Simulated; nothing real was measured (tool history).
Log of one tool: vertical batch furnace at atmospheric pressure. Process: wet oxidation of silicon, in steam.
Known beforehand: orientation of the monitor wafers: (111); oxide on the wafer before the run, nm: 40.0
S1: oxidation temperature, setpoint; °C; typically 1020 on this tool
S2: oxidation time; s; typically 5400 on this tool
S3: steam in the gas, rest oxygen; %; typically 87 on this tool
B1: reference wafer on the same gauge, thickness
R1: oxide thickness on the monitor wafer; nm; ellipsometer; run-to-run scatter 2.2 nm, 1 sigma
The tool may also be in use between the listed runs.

run 1 day=0 | S1=1020 S2=5400 S3=87 | B1=763.55 | R1=627.81
run 2 day=2.292 | S1=1020 S2=3810 S3=87 | B1=765.21 | R1=518.06
run 3 day=3.017 | S1=1020 S2=3810 S3=87 | B1=764.62 | R1=515.86
run 4 day=3.621 | S1=1020 S2=3810 S3=87 | B1=763.99 | R1=515.76
run 5 day=4.254 | S1=1020 S2=4470 S3=93 | B1=764.37 | R1=589.08
run 6 day=5.088 | S1=1020 S2=4470 S3=93 | B1=764.62 | R1=586.79
run 7 day=6.038 | S1=1020 S2=4470 S3=93 | B1=764.17 | R1=584.93
run 8 day=6.458 | S1=1020 S2=5400 S3=87 | B1=764.02 | R1=627.86
run 9 day=7.183 | S1=1020 S2=5400 S3=87 | B1=764.12 | R1=626.91
run 10 day=7.921 | S1=1020 S2=5400 S3=87 | B1=764.29 | R1=627.36
run 11 day=8.592 | S1=1020 S2=5400 S3=87 | B1=763.45 | R1=628
run 12 day=9.504 | S1=1020 S2=5400 S3=87 | B1=763.53 | R1=621.63
run 13 day=11.429 | S1=1020 S2=5400 S3=87 | B1=763.98 | R1=624.89
run 14 day=11.842 | S1=1020 S2=3810 S3=81 | B1=763.75 | R1=495.14
-- day=14.379 thermocouples replaced and temperature profile calibrated
run 15 day=14.4 | S1=1020 S2=3810 S3=81 | B1=763.36 | R1=490.47
run 16 day=15.067 | S1=1020 S2=6930 S3=94 | B1=763.91 | R1=751.95
run 17 day=15.479 | S1=1020 S2=6720 S3=87 | B1=763.76 | R1=704.38
run 18 day=16.225 | S1=1040 S2=2730 S3=90 | B1=764.4 | R1=473.77
run 19 day=17.075 | S1=1020 S2=5400 S3=87 | B1=763.81 | R1=624.34
run 20 day=17.479 | S1=1020 S2=6120 S3=87 | B1=763.63 | R1=667.21
run 21 day=17.875 | S1=1044 S2=5400 S3=87 | B1=764.25 | R1=689.81
-- day=19.642 steam generator serviced
run 22 day=19.662 | S1=1020 S2=5400 S3=87 | B1=763.79 | R1=652.77
run 23 day=19.904 | S1=998 S2=6990 S3=91 | B1=763.95 | R1=696.71
run 24 day=20.146 | S1=1040 S2=5400 S3=87 | B1=763.89 | R1=711.28
run 25 day=21.046 | S1=1039 S2=3930 S3=97 | B1=763.19 | R1=629.44
run 26 day=21.458 | S1=1029 S2=7560 S3=96 | B1=763.75 | R1=860.92
-- day=21.9 gauge calibrated
run 27 day=22.308 | S1=1007 S2=3240 S3=82 | B1=763.26 | R1=436.6
run 28 day=23.825 | S1=1020 S2=3990 S3=87 | B1=763.16 | R1=548.62
run 29 day=24.792 | S1=1020 S2=5400 S3=77 | B1=765.04 | R1=607.16
run 30 day=25.646 | S1=1020 S2=5400 S3=87 | B1=764.01 | R1=647.76
run 31 day=26.658 | S1=1020 S2=5400 S3=87 | B1=763.28 | R1=651.86
run 32 day=27.633 | S1=1020 S2=5400 S3=87 | B1=763.27 | R1=647.44
run 33 day=28.633 | S1=1013 S2=6360 S3=76 | B1=764.49 | R1=638.39

3 options for the next run, each taken on its own from the tool as it stands now. Forecast them:
run A day=28.879 | S1=1020 S2=5400 S3=87 | B1=? | R1=?
run B day=28.879 | S1=1007 S2=4320 S3=82 | B1=? | R1=?
run C day=28.879 | S1=1029 S2=3720 S3=91 | B1=? | R1=?

run=A B1=764.9 R1=648.24
run=B B1=764.9 R1=518.31
run=C B1=764.9 R1=560.31
Without the tool's unlogged condition, the same runs would have read:
run=A R1=652.8
run=B R1=522.07
run=C R1=564.26

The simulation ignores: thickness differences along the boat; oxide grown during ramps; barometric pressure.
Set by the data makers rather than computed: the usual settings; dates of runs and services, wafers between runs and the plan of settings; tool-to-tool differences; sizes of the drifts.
